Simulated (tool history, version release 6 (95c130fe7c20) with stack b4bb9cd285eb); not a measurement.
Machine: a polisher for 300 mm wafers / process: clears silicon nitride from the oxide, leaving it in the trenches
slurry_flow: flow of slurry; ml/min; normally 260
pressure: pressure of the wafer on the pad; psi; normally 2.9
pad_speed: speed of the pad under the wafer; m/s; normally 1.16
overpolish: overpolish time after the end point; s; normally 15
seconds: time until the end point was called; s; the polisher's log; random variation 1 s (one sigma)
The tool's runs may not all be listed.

run,hour,slurry_flow,pressure,pad_speed,overpolish,wafers since the last listed run,wafers polished on this pad,hours since the slurry nozzle was cleaned,hours since the head pressure was calibrated,"incoming thickness of the incoming film, nm",seconds
1,0,260,3.5,1.16,15,0,3431,309.8,184.3,100.3,93.5
2,40.8,260,3.5,1.16,15,403,3834,350.6,225.1,100.2,92.5
3,79.4,260,2.9,1.16,15,381,4216,389.2,263.7,101.1,112.6
4,103.8,260,2.9,1.16,15,241,4457,413.6,288.1,100.1,113.5
# hour 109: slurry nozzle cleaned
# hour 128.5: worn pad replaced by a new one
5,135.5,260,2.9,1.16,15,263,69,26.5,319.8,100.3,112.5
6,193.3,260,2.9,1.16,15,571,640,84.3,377.6,99.1,112.1
7,243.6,260,2.9,1.16,15,497,1137,134.6,427.9,100.5,111.8
8,295.3,260,2.9,1.16,15,511,1649,186.3,479.6,100.4,109.6
9,334.8,260,2.9,1.16,15,390,2039,225.8,519.1,101.2,111.6
10,382.6,260,2.9,1.16,15,472,2512,273.6,566.9,100.1,111.7
11,436.4,260,2.9,1.16,15,531,3044,327.4,620.7,101.8,114.1
12,469.2,260,2.9,1.16,15,324,3368,360.2,653.5,98.3,110.5
13,535.4,260,2.9,0.88,15,654,4022,426.4,719.7,98.9,144
# hour 553.8: worn pad replaced by a new one
14,583.4,260,2.9,1.16,15,435,292,474.4,767.7,99,110
15,609.7,180,2.3,1.46,13,260,552,500.7,794,102,118.7
# hour 634.8: slurry nozzle cleaned
16,645.8,260,2.5,1.02,15,347,899,11,830.1,100.3,146.8
17,701.7,260,2.9,1.16,15,552,1452,66.9,886,100.5,112.9
18,754.8,260,2.1,1.16,15,524,1977,120,939.1,99.7,154.9
19,782.6,260,2.9,1.16,15,274,2251,147.8,966.9,101.2,112.5
20,854.2,260,2.4,1.16,15,707,2959,219.4,1038.5,100.7,134.6
21,883.6,320,2.9,1.42,18,290,3250,248.8,1067.9,99.9,89.6
# hour 921.2: head pressure recalibrated
22,935,345,2.4,1.38,20,488,3738,300.2,13.8,99.9,111.2
23,970.6,260,3.3,0.86,19,351,4090,335.8,49.4,100.1,134.1
# hour 1098.8: worn pad replaced by a new one
24,1136,260,2.9,1.16,15,1595,367,501.2,214.8,99.1,109.3
# hour 1155.5: slurry nozzle cleaned
25,1200.4,260,3.5,1.16,15,626,994,44.9,279.2,99.6,92.2
26,1265.8,300,3.7,1.16,15,646,1640,110.3,344.6,101.6,88.5
27,1291.9,345,3.6,1.16,15,258,1898,136.4,370.7,100.1,87.5
28,1322.4,260,2.2,1.42,15,301,2200,166.9,401.2,100.1,120.7
29,1384.7,260,2.9,1.16,15,615,2816,229.2,463.5,100,112.2
30,1429.3,260,3.4,1.16,10,440,3257,273.8,508.1,98.8,94.3
31,1489.9,260,2.9,1.16,24,599,3856,334.4,568.7,100.3,111.6
32,1516.2,260,2.9,1,15,260,4116,360.7,595,99.7,130.5
# hour 1558.5: worn pad replaced by a new one
33,1570.1,345,2.9,1.16,15,493,114,414.6,648.9,102,110.8
# hour 1601.8: slurry nozzle cleaned
34,1604.6,260,2.9,1.16,15,331,445,2.8,683.4,98.5,110.4
35,1665.1,180,2.3,1.46,13,598,1043,63.3,743.9,100.6,117.9
36,1726.9,260,2.4,1.16,19,610,1654,125.1,805.7,97.9,134

Run 37 has not been measured yet. What should we expect?
37,1792.7,260,2.9,1.16,15,650,2305,190.9,871.5,101.6,?

{"run 37": {"seconds": 115.8}}
The same run, on a tool lacking any hidden state, would have yielded seconds 115.8 s.

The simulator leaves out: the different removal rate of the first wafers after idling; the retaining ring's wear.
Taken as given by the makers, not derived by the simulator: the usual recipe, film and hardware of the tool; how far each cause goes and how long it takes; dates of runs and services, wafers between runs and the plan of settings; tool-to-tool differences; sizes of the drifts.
